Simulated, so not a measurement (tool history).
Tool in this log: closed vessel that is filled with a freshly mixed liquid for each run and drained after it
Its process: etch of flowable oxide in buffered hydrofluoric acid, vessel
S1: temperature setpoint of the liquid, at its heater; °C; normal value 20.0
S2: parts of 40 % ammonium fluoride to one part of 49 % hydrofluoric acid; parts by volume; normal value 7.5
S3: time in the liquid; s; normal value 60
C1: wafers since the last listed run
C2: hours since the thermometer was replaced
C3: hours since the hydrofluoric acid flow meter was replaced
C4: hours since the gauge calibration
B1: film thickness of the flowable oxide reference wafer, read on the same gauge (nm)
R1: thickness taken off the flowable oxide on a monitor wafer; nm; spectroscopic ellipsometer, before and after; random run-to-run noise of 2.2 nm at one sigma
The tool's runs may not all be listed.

| run | day | S1 | S2 | S3 | C1 | C2 | C3 | C4 | B1 | R1 |
|---|---|---|---|---|---|---|---|---|---|---|
| 1 | 0.000 | 20.0 | 7.5 | 60 | 0 | 1456.3 | 443.3 | 564.8 | 39.98 | 320.96 |
| 2 | 1.004 | 20.0 | 7.5 | 60 | 2327 | 1480.4 | 467.4 | 588.9 | 39.99 | 323.79 |
| 3 | 3.996 | 20.0 | 7.5 | 60 | 6935 | 1552.2 | 539.2 | 660.7 | 40.02 | 323.78 |
| 4 | 6.433 | 21.0 | 7.5 | 60 | 5650 | 1610.7 | 597.7 | 719.2 | 39.99 | 344.57 |
| 5 | 7.617 | 20.0 | 7.5 | 60 | 2743 | 1639.1 | 626.1 | 747.6 | 40.03 | 323.65 |
| 6 | 10.429 | 20.0 | 7.5 | 60 | 6519 | 1706.6 | 693.6 | 815.1 | 39.97 | 323.28 |
| 7 | 11.500 | 20.0 | 7.5 | 50 | 2482 | 1732.3 | 719.3 | 840.8 | 40.03 | 269.86 |
| 8 | 14.046 | 22.5 | 7.5 | 60 | 5901 | 1793.4 | 780.4 | 901.9 | 40.04 | 379.07 |
| 9 | 17.033 | 22.5 | 7.5 | 60 | 6925 | 1865.1 | 852.1 | 973.6 | 39.99 | 373.92 |
| 10 | 19.254 | 22.5 | 7.5 | 60 | 5148 | 1918.4 | 905.4 | 1026.9 | 40.00 | 374.37 |
| 11 | 21.283 | 20.0 | 7.5 | 60 | 4703 | 1967.1 | 954.1 | 1075.6 | 40.00 | 323.98 |
| 12 | 24.188 | 20.0 | 7.5 | 60 | 6732 | 2036.8 | 1023.8 | 1145.3 | 39.99 | 328.39 |
| 13 | 26.829 | 20.0 | 7.5 | 75 | 6123 | 2100.2 | 1087.2 | 1208.7 | 40.00 | 405.54 |
|  | 28.846 | gauge calibrated |
| 14 | 29.112 | 20.0 | 7.5 | 75 | 5293 | 2155.0 | 1142.0 | 6.4 | 39.96 | 412.56 |
|  | 30.679 | thermometer replaced |
| 15 | 31.758 | 20.0 | 5.5 | 60 | 6036 | 25.9 | 1205.5 | 69.9 | 39.99 | 468.37 |
| 16 | 34.200 | 17.0 | 7.5 | 85 | 5660 | 84.5 | 1264.1 | 128.5 | 40.02 | 429.73 |
| 17 | 36.725 | 17.0 | 5.5 | 30 | 5853 | 145.1 | 1324.7 | 189.1 | 40.06 | 197.24 |
| 18 | 37.729 | 20.0 | 6.0 | 30 | 2327 | 169.2 | 1348.8 | 213.2 | 40.00 | 218.49 |
| 19 | 38.992 | 20.0 | 7.5 | 60 | 2926 | 199.5 | 1379.1 | 243.5 | 40.02 | 355.08 |
| 20 | 41.096 | 17.0 | 7.5 | 30 | 4877 | 250.0 | 1429.6 | 294.0 | 39.96 | 151.80 |
|  | 41.800 | hydrofluoric acid flow meter replaced |
| 21 | 43.562 | 20.0 | 7.5 | 30 | 5621 | 309.2 | 42.3 | 353.2 | 40.01 | 164.97 |
| 22 | 47.842 | 20.0 | 7.5 | 60 | 9919 | 411.9 | 145.0 | 455.9 | 40.02 | 330.23 |
| 23 | 49.050 | 17.0 | 5.0 | 40 | 2801 | 440.9 | 174.0 | 484.9 | 40.00 | 269.70 |
| 24 | 50.712 | 20.0 | 6.5 | 30 | 3853 | 480.8 | 213.9 | 524.8 | 39.97 | 188.90 |
| 25 | 53.588 | 22.0 | 8.5 | 35 | 6664 | 549.8 | 282.9 | 593.8 | 40.03 | 188.36 |
| 26 | 54.683 | 23.5 | 9.0 | 45 | 2540 | 576.1 | 309.2 | 620.1 | 40.04 | 246.53 |
| 27 | 56.079 | 20.0 | 7.5 | 60 | 3235 | 609.6 | 342.7 | 653.6 | 39.99 | 336.25 |
| 28 | 57.408 | 20.0 | 6.0 | 60 | 3081 | 641.5 | 374.6 | 685.5 | 39.97 | 407.02 |
| 29 | 63.404 | 20.0 | 7.5 | 60 | 13899 | 785.4 | 518.5 | 829.4 | 40.01 | 335.12 |

Hidden state at the last listed run before each entry between runs and at the first one after, where it differs:
Runs 13 to 14: gauge calibrated (day 28.846)
  liquid colder than its thermometer reads (K): 1.64 -> 1.68; hydrofluoric acid flow above the setpoint (%): 6.38 -> 6.7
  measured minus no-state result, R1: -10.42 -> -10.20 nm
Runs 14 to 15: thermometer replaced (day 30.679)
  liquid colder than its thermometer reads (K): 1.68 -> 0.25; hydrofluoric acid flow above the setpoint (%): 6.7 -> 7.07
  measured minus no-state result, R1: -10.20 -> +20.08 nm
Runs 20 to 21: hydrofluoric acid flow meter replaced (day 41.800)
  liquid colder than its thermometer reads (K): 0.407 -> 0.449; hydrofluoric acid flow above the setpoint (%): 8.36 -> 0.92
  measured minus no-state result, R1: +8.98 -> -2.55 nm

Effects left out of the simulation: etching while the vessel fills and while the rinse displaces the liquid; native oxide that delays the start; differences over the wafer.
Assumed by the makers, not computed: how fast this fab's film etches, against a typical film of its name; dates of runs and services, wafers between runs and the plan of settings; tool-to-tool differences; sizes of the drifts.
